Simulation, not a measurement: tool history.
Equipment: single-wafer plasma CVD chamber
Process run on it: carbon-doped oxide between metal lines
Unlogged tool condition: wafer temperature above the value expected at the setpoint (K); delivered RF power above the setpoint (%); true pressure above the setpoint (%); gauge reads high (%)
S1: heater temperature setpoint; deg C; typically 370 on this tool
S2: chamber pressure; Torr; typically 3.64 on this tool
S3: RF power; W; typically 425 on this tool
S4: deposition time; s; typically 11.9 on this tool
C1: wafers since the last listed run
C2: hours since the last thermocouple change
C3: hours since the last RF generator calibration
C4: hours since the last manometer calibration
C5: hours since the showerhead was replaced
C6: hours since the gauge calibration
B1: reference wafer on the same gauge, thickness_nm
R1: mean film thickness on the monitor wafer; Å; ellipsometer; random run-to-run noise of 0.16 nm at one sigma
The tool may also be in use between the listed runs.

run 1 hour=0 | S1=370 S2=3.64 S3=490 S4=11.9 | C1=0 C2=594.3 C3=1784.6 C4=2133.1 C5=7429.2 C6=501.2 | B1=61.29 | R1=588.65
run 2 hour=13.4 | S1=370 S2=3.64 S3=425 S4=13.3 | C1=564 C2=607.7 C3=1798 C4=2146.5 C5=7442.6 C6=514.6 | B1=61.266 | R1=612.03
run 3 hour=46.4 | S1=370 S2=3.64 S3=380 S4=12.9 | C1=1391 C2=640.7 C3=1831 C4=2179.5 C5=7475.6 C6=547.6 | B1=61.319 | R1=560.66
run 4 hour=58.4 | S1=370 S2=3.64 S3=380 S4=12.9 | C1=505 C2=652.7 C3=1843 C4=2191.5 C5=7487.6 C6=559.6 | B1=61.294 | R1=557.61
run 5 hour=78.1 | S1=370 S2=3.64 S3=425 S4=11.9 | C1=830 C2=672.4 C3=1862.7 C4=2211.2 C5=7507.3 C6=579.3 | B1=61.337 | R1=545.38
run 6 hour=96.7 | S1=370 S2=3.64 S3=425 S4=11.9 | C1=784 C2=691 C3=1881.3 C4=2229.8 C5=7525.9 C6=597.9 | B1=61.307 | R1=548.81
run 7 hour=111.2 | S1=370 S2=3.64 S3=425 S4=11.9 | C1=611 C2=705.5 C3=1895.8 C4=2244.3 C5=7540.4 C6=612.4 | B1=61.345 | R1=546.37
run 8 hour=128.4 | S1=370 S2=3.64 S3=425 S4=11.9 | C1=725 C2=722.7 C3=1913 C4=2261.5 C5=7557.6 C6=629.6 | B1=61.282 | R1=543.8
run 9 hour=149.7 | S1=364 S2=3 S3=425 S4=11.9 | C1=897 C2=744 C3=1934.3 C4=2282.8 C5=7578.9 C6=650.9 | B1=61.259 | R1=545.81
run 10 hour=165.1 | S1=364 S2=3 S3=425 S4=11.9 | C1=649 C2=759.4 C3=1949.7 C4=2298.2 C5=7594.3 C6=666.3 | B1=61.302 | R1=541.67
run 11 hour=187.9 | S1=364 S2=3 S3=425 S4=11.9 | C1=961 C2=782.2 C3=1972.5 C4=2321 C5=7617.1 C6=689.1 | B1=61.331 | R1=546.82
-- hour=227.3 RF generator calibrated
run 12 hour=227.8 | S1=370 S2=3.07 S3=425 S4=11.9 | C1=1344 C2=822.1 C3=0.5 C4=2360.9 C5=7657 C6=729 | B1=61.309 | R1=533.38
run 13 hour=244.6 | S1=370 S2=2.88 S3=425 S4=11.9 | C1=708 C2=838.9 C3=17.3 C4=2377.7 C5=7673.8 C6=745.8 | B1=61.327 | R1=533.69
run 14 hour=274.1 | S1=357 S2=4.45 S3=480 S4=13.1 | C1=1243 C2=868.4 C3=46.8 C4=2407.2 C5=7703.3 C6=775.3 | B1=61.282 | R1=683.81
-- hour=324.2 gauge calibrated
-- hour=326.9 showerhead replaced
-- hour=343.7 thermocouple changed; heater temperature recalibrated
run 15 hour=358.6 | S1=370 S2=3.64 S3=425 S4=11.9 | C1=2887 C2=14.9 C3=131.3 C4=2491.7 C5=31.7 C6=34.4 | B1=61.312 | R1=546.97
-- hour=385.7 capacitance manometer re-zeroed and calibrated
run 16 hour=386.2 | S1=379 S2=3.28 S3=425 S4=11.9 | C1=826 C2=42.5 C3=158.9 C4=0.5 C5=59.3 C6=62 | B1=61.258 | R1=528.05
run 17 hour=408.7 | S1=370 S2=3.64 S3=425 S4=11.9 | C1=948 C2=65 C3=181.4 C4=23 C5=81.8 C6=84.5 | B1=61.31 | R1=548.57
run 18 hour=425.8 | S1=365 S2=3.64 S3=390 S4=11.9 | C1=720 C2=82.1 C3=198.5 C4=40.1 C5=98.9 C6=101.6 | B1=61.322 | R1=526.92
run 19 hour=460 | S1=370 S2=3.64 S3=455 S4=11.9 | C1=1441 C2=116.3 C3=232.7 C4=74.3 C5=133.1 C6=135.8 | B1=61.317 | R1=568.65
run 20 hour=490.7 | S1=370 S2=3.64 S3=425 S4=11.2 | C1=1294 C2=147 C3=263.4 C4=105 C5=163.8 C6=166.5 | B1=61.318 | R1=513.09
run 21 hour=513.3 | S1=382 S2=4.01 S3=375 S4=9.6 | C1=952 C2=169.6 C3=286 C4=127.6 C5=186.4 C6=189.1 | B1=61.308 | R1=406.92
run 22 hour=609.3 | S1=361 S2=4.04 S3=425 S4=12.7 | C1=4047 C2=265.6 C3=382 C4=223.6 C5=282.4 C6=285.1 | B1=61.309 | R1=603.29
run 23 hour=632.2 | S1=370 S2=4.37 S3=425 S4=11.2 | C1=965 C2=288.5 C3=404.9 C4=246.5 C5=305.3 C6=308 | B1=61.291 | R1=526.5
run 24 hour=666.9 | S1=370 S2=3.64 S3=425 S4=11.9 | C1=1462 C2=323.2 C3=439.6 C4=281.2 C5=340 C6=342.7 | B1=61.29 | R1=547.85

4 ways to go on from here, each from the tool as it stands after run 24. What would each give?
run A hour=667.3 | S1=370 S2=3.64 S3=425 S4=11.9 | C1=16 C2=323.6 C3=440 C4=281.6 C5=340.4 C6=343.1 | B1=? | R1=?
run B hour=667.3 | S1=370 S2=3.64 S3=475 S4=10.7 | C1=16 C2=323.6 C3=440 C4=281.6 C5=340.4 C6=343.1 | B1=? | R1=?
run C hour=667.3 | S1=370 S2=4.28 S3=425 S4=10.5 | C1=16 C2=323.6 C3=440 C4=281.6 C5=340.4 C6=343.1 | B1=? | R1=?
run D hour=667.3 | S1=370 S2=3.34 S3=370 S4=11 | C1=16 C2=323.6 C3=440 C4=281.6 C5=340.4 C6=343.1 | B1=? | R1=?

run=A B1=61.299 R1=545.15
run=B B1=61.299 R1=520.85
run=C B1=61.299 R1=491.82
run=D B1=61.299 R1=464.86
With no hidden state in the tool, these same runs would have given:
run=A R1=545.15
run=B R1=520.85
run=C R1=491.82
run=D R1=464.86
